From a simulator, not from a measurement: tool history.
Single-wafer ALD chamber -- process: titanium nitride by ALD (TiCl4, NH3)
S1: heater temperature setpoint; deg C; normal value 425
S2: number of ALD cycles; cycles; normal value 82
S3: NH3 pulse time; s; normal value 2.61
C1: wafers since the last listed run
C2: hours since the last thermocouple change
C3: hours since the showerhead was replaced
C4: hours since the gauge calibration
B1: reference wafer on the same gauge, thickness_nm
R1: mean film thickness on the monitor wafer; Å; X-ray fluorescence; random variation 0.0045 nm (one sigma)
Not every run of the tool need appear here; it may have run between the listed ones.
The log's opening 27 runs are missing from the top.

{"run": 28, "hour": 651.8, "S1": 416, "S2": 82, "S3": 3.05, "C1": 58, "C2": 152.1, "C3": 7193.5, "C4": 203.8, "B1": 1.48, "R1": 18.13}
{"hour": 671.6, "done": "showerhead replaced"}
{"run": 29, "hour": 676.1, "S1": 429, "S2": 82, "S3": 2.61, "C1": 49, "C2": 176.4, "C3": 4.5, "C4": 228.1, "B1": 1.48, "R1": 18.13}
{"run": 30, "hour": 706.3, "S1": 425, "S2": 82, "S3": 2.61, "C1": 92, "C2": 206.6, "C3": 34.7, "C4": 258.3, "B1": 1.479, "R1": 18.07}
{"run": 31, "hour": 739.9, "S1": 425, "S2": 73, "S3": 2.2, "C1": 102, "C2": 240.2, "C3": 68.3, "C4": 291.9, "B1": 1.477, "R1": 16.04}
{"run": 32, "hour": 832.3, "S1": 411, "S2": 93, "S3": 1.99, "C1": 282, "C2": 332.6, "C3": 160.7, "C4": 384.3, "B1": 1.473, "R1": 20.1}
{"run": 33, "hour": 861.2, "S1": 435, "S2": 82, "S3": 3.3, "C1": 88, "C2": 361.5, "C3": 189.6, "C4": 413.2, "B1": 1.471, "R1": 18.11}
{"run": 34, "hour": 875.3, "S1": 431, "S2": 82, "S3": 2.61, "C1": 43, "C2": 375.6, "C3": 203.7, "C4": 427.3, "B1": 1.47, "R1": 18.0}
{"run": 35, "hour": 891.3, "S1": 435, "S2": 88, "S3": 3.15, "C1": 48, "C2": 391.6, "C3": 219.7, "C4": 443.3, "B1": 1.469, "R1": 19.27}
{"run": 36, "hour": 955.9, "S1": 414, "S2": 82, "S3": 2.61, "C1": 197, "C2": 456.2, "C3": 284.3, "C4": 507.9, "B1": 1.465, "R1": 17.88}

What if the next run were any one of these 3? Each begins from the tool's condition after run 36:
{"run": "A", "hour": 956.5, "S1": 425, "S2": 82, "S3": 2.61, "C1": 1, "C2": 456.8, "C3": 284.9, "C4": 508.5, "B1": "?", "R1": "?"}
{"run": "B", "hour": 956.5, "S1": 417, "S2": 92, "S3": 1.67, "C1": 1, "C2": 456.8, "C3": 284.9, "C4": 508.5, "B1": "?", "R1": "?"}
{"run": "C", "hour": 956.5, "S1": 421, "S2": 82, "S3": 1.8, "C1": 1, "C2": 456.8, "C3": 284.9, "C4": 508.5, "B1": "?", "R1": "?"}

run=A B1=1.461 R1=17.89
run=B B1=1.461 R1=19.68
run=C B1=1.461 R1=17.64
Had the tool no hidden state, the same runs would have come out as:
run=A R1=18.09
run=B R1=19.91
run=C R1=17.84

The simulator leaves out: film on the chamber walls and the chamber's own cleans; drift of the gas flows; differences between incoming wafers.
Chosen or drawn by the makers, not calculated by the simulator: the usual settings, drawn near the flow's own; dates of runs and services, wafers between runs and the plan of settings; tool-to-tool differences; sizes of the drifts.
